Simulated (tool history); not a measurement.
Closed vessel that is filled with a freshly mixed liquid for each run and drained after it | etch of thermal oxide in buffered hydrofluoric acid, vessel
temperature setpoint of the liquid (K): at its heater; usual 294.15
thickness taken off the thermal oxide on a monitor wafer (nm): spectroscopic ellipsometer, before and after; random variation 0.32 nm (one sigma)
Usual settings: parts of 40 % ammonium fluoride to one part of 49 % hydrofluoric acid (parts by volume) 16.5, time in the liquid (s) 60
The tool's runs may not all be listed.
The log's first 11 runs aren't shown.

run	day	temperature setpoint of the liquid (K)	parts of 40 % ammonium fluoride to one part of 49 % hydrofluoric acid (parts by volume)	time in the liquid (s)	wafers since the last listed run	hours since the thermometer was replaced	hours since the hydrofluoric acid flow meter was replaced	hours since the gauge calibration	read-back film thickness of the thermal oxide reference wafer, read on the same gauge (nm)	thickness taken off the thermal oxide on a monitor wafer (nm)
12	11.896	294.15	16.5	60	1794	624.7	18.7	603.3	60	39.17
13	12.783	294.15	16.5	60	2099	646	40	624.6	60.02	38.97
14	13.979	294.15	16.5	60	2829	674.7	68.7	653.3	59.95	39.01
15	14.725	294.15	16.5	60	1764	692.6	86.6	671.2	60.02	39.11
16	15.971	297.65	18.5	90	2947	722.5	116.5	701.1	60.04	63.76
17	17.029	296.65	11.5	60	2503	747.9	141.9	726.5	60.01	63.93
18	17.712	290.15	21	85	1616	764.3	158.3	742.9	60.02	35.74
# day 18.079: gauge calibrated
19	18.275	294.15	13	80	1330	777.8	171.8	4.7	59.99	67.71
20	18.804	295.65	16.5	60	1251	790.5	184.5	17.4	60.01	42.77
21	19.312	290.65	22.5	75	1202	802.7	196.7	29.6	60.03	30.53
22	20.508	291.15	13	60	2829	831.4	225.4	58.3	59.99	41.85
23	21.117	294.15	16.5	60	1439	846	240	72.9	60	40.12
24	22.35	292.65	21.5	85	2917	875.6	269.6	102.5	59.98	40.69
25	23.35	291.65	19	60	2365	899.6	293.6	126.5	60.05	29.62
26	24.204	294.15	16.5	60	2020	920.1	314.1	147	60	40.23
# day 25.092: thermometer replaced
27	25.592	294.15	16.5	60	3184	12	347.4	180.3	60.04	37.03
28	26.688	291.65	19.5	95	2592	38.3	373.7	206.6	60.05	43.16
29	27.625	296.15	21.5	80	2218	60.8	396.2	229.1	59.99	43.62
30	28.775	294.15	16.5	60	2720	88.4	423.8	256.7	59.98	37.17
31	30.054	294.15	10	60	3026	119.1	454.5	287.4	59.96	61.15
32	31.05	294.15	18.5	50	2356	143	478.4	311.3	60.01	27.92
33	32.542	294.15	16.5	40	3529	178.8	514.2	347.1	60.01	25.06

Forecast each of these 4 alternatives for the next run:
A	32.571	294.15	19	60	69	179.5	514.9	347.8	?	?
B	32.571	294.15	16.5	70	69	179.5	514.9	347.8	?	?
C	32.571	294.15	11	40	69	179.5	514.9	347.8	?	?
D	32.571	297.15	12	80	69	179.5	514.9	347.8	?	?

run	read-back film thickness of the thermal oxide reference wafer, read on the same gauge (nm)	thickness taken off the thermal oxide on a monitor wafer (nm)
A	60.06	32.81
B	60.06	43.99
C	60.06	37.41
D	60.06	81.04
Without the tool's hidden state the same runs would have given:
run	thickness taken off the thermal oxide on a monitor wafer (nm)
A	32.07
B	43
C	36.57
D	79.25
